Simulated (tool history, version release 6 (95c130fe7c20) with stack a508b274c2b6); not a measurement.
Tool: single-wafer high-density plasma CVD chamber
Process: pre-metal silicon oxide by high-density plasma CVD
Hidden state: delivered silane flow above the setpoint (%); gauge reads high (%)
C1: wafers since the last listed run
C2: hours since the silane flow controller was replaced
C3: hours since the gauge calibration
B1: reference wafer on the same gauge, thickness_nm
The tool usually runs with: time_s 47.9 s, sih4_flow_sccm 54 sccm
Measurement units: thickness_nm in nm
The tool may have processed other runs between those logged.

{"run": 1, "day": 0.0, "time_s": 47.9, "sih4_flow_sccm": 54, "C1": 0, "C2": 3435.3, "C3": 412.5, "B1": 215.798, "thickness_nm": 264.383}
{"run": 2, "day": 1.467, "time_s": 47.9, "sih4_flow_sccm": 54, "C1": 412, "C2": 3470.5, "C3": 447.7, "B1": 215.743, "thickness_nm": 264.631}
{"run": 3, "day": 4.45, "time_s": 47.9, "sih4_flow_sccm": 54, "C1": 838, "C2": 3542.1, "C3": 519.3, "B1": 216.198, "thickness_nm": 263.2}
{"run": 4, "day": 7.05, "time_s": 47.9, "sih4_flow_sccm": 54, "C1": 730, "C2": 3604.5, "C3": 581.7, "B1": 216.376, "thickness_nm": 263.765}
{"run": 5, "day": 8.958, "time_s": 47.9, "sih4_flow_sccm": 54, "C1": 536, "C2": 3650.3, "C3": 627.5, "B1": 215.945, "thickness_nm": 267.06}
{"run": 6, "day": 11.825, "time_s": 47.9, "sih4_flow_sccm": 51, "C1": 805, "C2": 3719.1, "C3": 696.3, "B1": 216.127, "thickness_nm": 250.046}
{"run": 7, "day": 14.546, "time_s": 47.9, "sih4_flow_sccm": 51, "C1": 764, "C2": 3784.4, "C3": 761.6, "B1": 215.73, "thickness_nm": 250.612}
{"run": 8, "day": 15.575, "time_s": 44.2, "sih4_flow_sccm": 54, "C1": 289, "C2": 3809.1, "C3": 786.3, "B1": 215.907, "thickness_nm": 244.109}
{"run": 9, "day": 16.858, "time_s": 44.2, "sih4_flow_sccm": 54, "C1": 360, "C2": 3839.9, "C3": 817.1, "B1": 215.815, "thickness_nm": 245.622}
{"run": 10, "day": 18.296, "time_s": 44.2, "sih4_flow_sccm": 54, "C1": 404, "C2": 3874.4, "C3": 851.6, "B1": 215.947, "thickness_nm": 245.075}
{"run": 11, "day": 20.183, "time_s": 47.9, "sih4_flow_sccm": 54, "C1": 530, "C2": 3919.7, "C3": 896.9, "B1": 215.931, "thickness_nm": 265.679}
{"run": 12, "day": 21.362, "time_s": 52.2, "sih4_flow_sccm": 45, "C1": 331, "C2": 3948.0, "C3": 925.2, "B1": 216.121, "thickness_nm": 241.963}
{"run": 13, "day": 23.825, "time_s": 52.2, "sih4_flow_sccm": 45, "C1": 692, "C2": 4007.1, "C3": 984.3, "B1": 215.705, "thickness_nm": 239.574}
{"run": 14, "day": 25.621, "time_s": 52.2, "sih4_flow_sccm": 45, "C1": 504, "C2": 4050.2, "C3": 1027.4, "B1": 216.141, "thickness_nm": 241.885}
{"run": 15, "day": 27.588, "time_s": 53.0, "sih4_flow_sccm": 54, "C1": 552, "C2": 4097.4, "C3": 1074.6, "B1": 215.946, "thickness_nm": 293.911}
{"run": 16, "day": 29.933, "time_s": 53.0, "sih4_flow_sccm": 54, "C1": 659, "C2": 4153.7, "C3": 1130.9, "B1": 215.712, "thickness_nm": 295.891}
{"run": 17, "day": 31.296, "time_s": 53.0, "sih4_flow_sccm": 54, "C1": 383, "C2": 4186.4, "C3": 1163.6, "B1": 216.002, "thickness_nm": 294.225}
{"day": 32.888, "done": "gauge calibrated"}
{"run": 18, "day": 34.033, "time_s": 45.3, "sih4_flow_sccm": 51, "C1": 769, "C2": 4252.1, "C3": 27.5, "B1": 216.301, "thickness_nm": 238.777}
{"run": 19, "day": 36.462, "time_s": 45.3, "sih4_flow_sccm": 51, "C1": 682, "C2": 4310.4, "C3": 85.8, "B1": 216.095, "thickness_nm": 238.067}
{"run": 20, "day": 38.446, "time_s": 45.1, "sih4_flow_sccm": 57, "C1": 557, "C2": 4358.0, "C3": 133.4, "B1": 215.877, "thickness_nm": 263.624}
{"run": 21, "day": 40.85, "time_s": 44.3, "sih4_flow_sccm": 46, "C1": 675, "C2": 4415.7, "C3": 191.1, "B1": 216.144, "thickness_nm": 210.014}
{"run": 22, "day": 42.588, "time_s": 51.1, "sih4_flow_sccm": 54, "C1": 488, "C2": 4457.4, "C3": 232.8, "B1": 216.058, "thickness_nm": 284.845}
{"run": 23, "day": 43.762, "time_s": 47.9, "sih4_flow_sccm": 45, "C1": 330, "C2": 4485.6, "C3": 261.0, "B1": 215.991, "thickness_nm": 222.899}
{"run": 24, "day": 46.238, "time_s": 39.2, "sih4_flow_sccm": 49, "C1": 695, "C2": 4545.0, "C3": 320.4, "B1": 215.59, "thickness_nm": 198.135}
{"run": 25, "day": 47.658, "time_s": 47.9, "sih4_flow_sccm": 54, "C1": 399, "C2": 4579.1, "C3": 354.5, "B1": 215.756, "thickness_nm": 267.263}
{"run": 26, "day": 50.433, "time_s": 47.9, "sih4_flow_sccm": 48, "C1": 780, "C2": 4645.7, "C3": 421.1, "B1": 215.808, "thickness_nm": 239.113}
{"run": 27, "day": 52.638, "time_s": 44.2, "sih4_flow_sccm": 50, "C1": 619, "C2": 4698.6, "C3": 474.0, "B1": 215.511, "thickness_nm": 227.563}
{"run": 28, "day": 54.612, "time_s": 47.9, "sih4_flow_sccm": 54, "C1": 555, "C2": 4746.0, "C3": 521.4, "B1": 215.821, "thickness_nm": 266.894}
{"run": 29, "day": 56.938, "time_s": 47.9, "sih4_flow_sccm": 54, "C1": 653, "C2": 4801.8, "C3": 577.2, "B1": 215.58, "thickness_nm": 269.376}
{"run": 30, "day": 58.804, "time_s": 57.5, "sih4_flow_sccm": 63, "C1": 524, "C2": 4846.6, "C3": 622.0, "B1": 215.951, "thickness_nm": 377.0}
{"day": 60.908, "done": "silane flow controller replaced"}
{"run": 31, "day": 60.929, "time_s": 55.5, "sih4_flow_sccm": 60, "C1": 503, "C2": 0.5, "C3": 673.0, "B1": 215.943, "thickness_nm": 324.412}
{"run": 32, "day": 63.246, "time_s": 47.9, "sih4_flow_sccm": 54, "C1": 651, "C2": 56.1, "C3": 728.6, "B1": 216.038, "thickness_nm": 251.988}
{"run": 33, "day": 64.958, "time_s": 47.9, "sih4_flow_sccm": 46, "C1": 481, "C2": 97.2, "C3": 769.7, "B1": 216.142, "thickness_nm": 216.946}
{"run": 34, "day": 66.333, "time_s": 39.2, "sih4_flow_sccm": 49, "C1": 386, "C2": 130.2, "C3": 802.7, "B1": 215.813, "thickness_nm": 186.629}
{"run": 35, "day": 68.117, "time_s": 44.3, "sih4_flow_sccm": 46, "C1": 501, "C2": 173.0, "C3": 845.5, "B1": 215.856, "thickness_nm": 198.152}
{"run": 36, "day": 70.217, "time_s": 47.9, "sih4_flow_sccm": 54, "C1": 590, "C2": 223.4, "C3": 895.9, "B1": 215.864, "thickness_nm": 252.951}
{"run": 37, "day": 71.792, "time_s": 44.0, "sih4_flow_sccm": 60, "C1": 442, "C2": 261.2, "C3": 933.7, "B1": 215.675, "thickness_nm": 259.115}
{"run": 38, "day": 73.988, "time_s": 53.4, "sih4_flow_sccm": 60, "C1": 617, "C2": 313.9, "C3": 986.4, "B1": 216.083, "thickness_nm": 311.702}
{"run": 39, "day": 76.233, "time_s": 51.0, "sih4_flow_sccm": 63, "C1": 631, "C2": 367.8, "C3": 1040.3, "B1": 216.07, "thickness_nm": 314.222}

Entry by entry between the runs, the difference in hidden state between the last listed run before and the first listed run after:
Logged between run 17 and run 18: gauge calibrated (day 32.888)
  delivered silane flow above the setpoint (%): 4.77 -> 4.85
  measured less the result without the state, thickness_nm: +13.394 -> +11.050 nm
Logged between run 30 and run 31: silane flow controller replaced (day 60.908)
  delivered silane flow above the setpoint (%): 5.6 -> -0.841
  measured less the result without the state, thickness_nm: +19.985 -> -2.751 nm

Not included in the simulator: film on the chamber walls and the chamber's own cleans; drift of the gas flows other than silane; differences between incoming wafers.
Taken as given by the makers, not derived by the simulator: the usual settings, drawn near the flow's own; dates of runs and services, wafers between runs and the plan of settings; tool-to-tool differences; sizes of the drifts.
